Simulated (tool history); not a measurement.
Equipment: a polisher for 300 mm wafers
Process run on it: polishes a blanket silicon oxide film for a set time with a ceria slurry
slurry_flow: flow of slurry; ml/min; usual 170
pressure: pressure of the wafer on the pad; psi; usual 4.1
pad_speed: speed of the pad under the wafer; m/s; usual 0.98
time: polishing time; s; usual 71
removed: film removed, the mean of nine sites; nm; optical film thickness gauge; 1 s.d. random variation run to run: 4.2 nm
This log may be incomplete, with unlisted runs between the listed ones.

run	day	slurry_flow	pressure	pad_speed	time	incoming thickness of the incoming film, nm	removed
1	0	170	4.1	0.98	71	1133.5	337.7
2	0.262	170	4.1	0.98	71	1128.6	333
3	0.825	170	4.1	0.98	71	1148.7	334
# day 1.429: worn pad replaced by a new one
4	1.45	150	3.1	0.98	71	1125.8	245.5
5	2.004	150	3.1	0.98	71	1129.5	249.8
6	2.342	170	4.1	0.98	71	1152.9	326
7	3.008	170	4.1	0.98	71	1133.9	333.7
8	3.567	170	4.1	0.98	71	1130.3	328.1
9	3.908	170	4.8	0.98	71	1143.2	390.3
10	4.421	170	4.1	0.98	71	1164.9	324.4
# day 5.096: worn pad replaced by a new one
11	5.117	170	4.1	0.98	71	1142.3	322.2
12	5.583	170	4.1	0.98	71	1144.9	323.9
13	5.888	170	4.9	1.16	71	1146.4	447.3
14	6.462	170	4.9	1.16	71	1115.4	457.3
15	6.888	170	4.9	1.16	71	1144.8	446.7
16	7.362	170	4.1	0.98	71	1154.1	316.7
17	7.942	170	4.1	0.98	71	1149.6	316.8
# day 8.462: worn pad replaced by a new one, of another model than before
18	8.671	195	3	0.98	63	1164	227.6
# day 8.825: slurry nozzle cleaned
19	9.379	170	4.1	0.98	82	1154.7	393.8
20	9.75	115	5.1	0.98	64	1115.4	337.6
21	10.008	205	3.7	0.98	61	1144.7	274.1
22	10.867	170	4.1	0.98	71	1141.2	334.3
# day 11.258: head pressure recalibrated
23	11.579	170	4.1	0.98	71	1132.8	333.7
# day 11.867: worn pad replaced by a new one
24	11.888	170	4.1	0.98	71	1117	326
25	12.567	225	5.4	1.2	51	1123	343.4
26	13.05	130	2.9	0.84	50	1136.8	160.7
27	13.758	170	4.1	0.98	71	1142.3	326.8
28	14.483	170	4.1	0.8	71	1122.3	292.3
29	15.096	225	4.1	1.12	89	1141.6	459.1
30	15.4	170	4.1	0.98	71	1148.3	318.3
# day 15.779: worn pad replaced by a new one
31	15.842	170	4.1	0.98	71	1149	326.4
32	16.375	190	2.8	0.84	91	1158.8	296.7
33	16.967	145	4.1	0.98	71	1117.9	312.5
34	17.225	170	3.6	0.98	71	1130.1	297
35	17.517	170	4.1	0.98	71	1132.1	319.5
36	17.996	110	4.1	0.98	71	1138	298.2

5 options for the next run, each taken on its own from the tool as it stands now. Forecast them:
A	18.012	225	4.1	0.98	71	1145.9	?
B	18.012	220	5.2	0.98	95	1145.9	?
C	18.012	205	4.9	0.8	55	1145.9	?
D	18.012	195	3.5	0.7	62	1145.9	?
E	18.012	190	5.4	1.06	81	1145.9	?

run	removed
A	333.8
B	531.5
C	260.3
D	213.2
E	477.3
Stripped of hidden state, with their random variation kept, the same runs would have yielded:
run	removed
A	352.7
B	562.3
C	276.3
D	226.8
E	508.3
